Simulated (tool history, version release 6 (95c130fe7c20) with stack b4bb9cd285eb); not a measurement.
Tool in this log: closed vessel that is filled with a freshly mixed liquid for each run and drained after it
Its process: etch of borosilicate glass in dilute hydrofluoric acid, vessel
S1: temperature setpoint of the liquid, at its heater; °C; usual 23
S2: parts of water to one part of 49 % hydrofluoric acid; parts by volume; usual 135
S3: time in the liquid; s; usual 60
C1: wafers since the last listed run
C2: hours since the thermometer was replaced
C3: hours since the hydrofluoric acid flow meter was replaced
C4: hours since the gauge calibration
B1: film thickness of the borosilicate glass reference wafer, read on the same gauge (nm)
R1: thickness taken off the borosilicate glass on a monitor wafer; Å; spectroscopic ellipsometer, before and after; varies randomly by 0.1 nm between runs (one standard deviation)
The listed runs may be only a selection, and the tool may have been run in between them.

run	hour	S1	S2	S3	C1	C2	C3	C4	B1	R1
1	0	23	135	60	0	1166.4	721.8	864.3	39.99	117.6
2	50.3	23	135	60	3919	1216.7	772.1	914.6	39.96	117.4
3	133.9	23	135	60	6513	1300.3	855.7	998.2	40.03	117.4
4	185.5	23	135	60	4020	1351.9	907.3	1049.8	40.01	116.9
5	231.2	23	135	60	3560	1397.6	953	1095.5	40.01	118
# hour 279.5: hydrofluoric acid flow meter replaced
6	308.2	23	135	60	5921	1474.6	28.7	1172.5	40	115.7
7	347.5	23	135	60	3061	1513.9	68	1211.8	40.01	116.8
8	399.3	23	135	60	4035	1565.7	119.8	1263.6	40.01	118.3
9	467.7	23	135	60	5329	1634.1	188.2	1332	39.99	117.9
# hour 539.9: gauge calibrated
10	569.3	23	135	60	7915	1735.7	289.8	29.4	40	117.5
11	711.7	27	135	60	11094	1878.1	432.2	171.8	40	133.5
12	803.7	21.5	135	60	7167	1970.1	524.2	263.8	40.01	109.4
# hour 830.3: thermometer replaced
13	876.7	23	135	60	5609	46.4	597.2	336.8	39.98	112.8
14	913.4	27.5	175	35	2859	83.1	633.9	373.5	40.01	57.7
15	986.4	27.5	170	60	5687	156.1	706.9	446.5	40.04	102.6
16	1065	24.5	155	85	6123	234.7	785.5	525.1	39.99	145
17	1131.5	23	135	60	5181	301.2	852	591.6	39.97	112.8
18	1227.7	23	135	90	7495	397.4	948.2	687.8	40	165.1
# hour 1272: thermometer replaced, repeated, since the last time left the tool worse
19	1325.9	23	175	60	7573	53.9	1046.4	786	39.98	87.8
20	1417.1	26.5	165	60	7105	145.1	1137.6	877.2	39.99	107.8
21	1476.8	23	65	60	4651	204.8	1197.3	936.9	40	270.9
22	1539.5	23	90	90	4885	267.5	1260	999.6	39.98	285.8
# hour 1595.6: hydrofluoric acid flow meter replaced
23	1618.2	27	75	90	6053	346.2	22.6	1078.3	39.98	404.9
24	1796.7	23	135	60	13907	524.7	201.1	1256.8	39.97	117.2
25	1841.5	23	135	60	3490	569.5	245.9	1301.6	39.99	119.1
26	1901	27.5	155	90	4635	629	305.4	1361.1	39.98	181.5
27	1990.9	19.5	110	80	7004	718.9	395.3	1451	39.98	170.1
28	2086.1	27	135	40	7417	814.1	490.5	1546.2	40.02	92.8
# hour 2140.5: gauge calibrated
29	2151.8	19	175	90	5118	879.8	556.2	11.3	40.03	110.7
30	2255.9	21.5	135	90	8110	983.9	660.3	115.4	39.97	168.1
31	2362.9	23	135	60	8336	1090.9	767.3	222.4	40	117.3
32	2432.7	23	135	60	5438	1160.7	837.1	292.2	40	116.6

5 ways to go on from here, each from the tool as it stands after run 32. What would each give?
A	2433.4	23	135	60	54	1161.4	837.8	292.9	?	?
B	2433.4	26	135	80	54	1161.4	837.8	292.9	?	?
C	2433.4	23	135	80	54	1161.4	837.8	292.9	?	?
D	2433.4	28	160	60	54	1161.4	837.8	292.9	?	?
E	2433.4	26	135	90	54	1161.4	837.8	292.9	?	?

run	B1	R1
A	40.05	118.8
B	40.05	177.9
C	40.05	158.3
D	40.05	117.7
E	40.05	200.1
Take away the tool's hidden state, keep each run's random variation, and the runs would have read:
run	R1
A	122.5
B	183.4
C	163.4
D	121.2
E	206.3

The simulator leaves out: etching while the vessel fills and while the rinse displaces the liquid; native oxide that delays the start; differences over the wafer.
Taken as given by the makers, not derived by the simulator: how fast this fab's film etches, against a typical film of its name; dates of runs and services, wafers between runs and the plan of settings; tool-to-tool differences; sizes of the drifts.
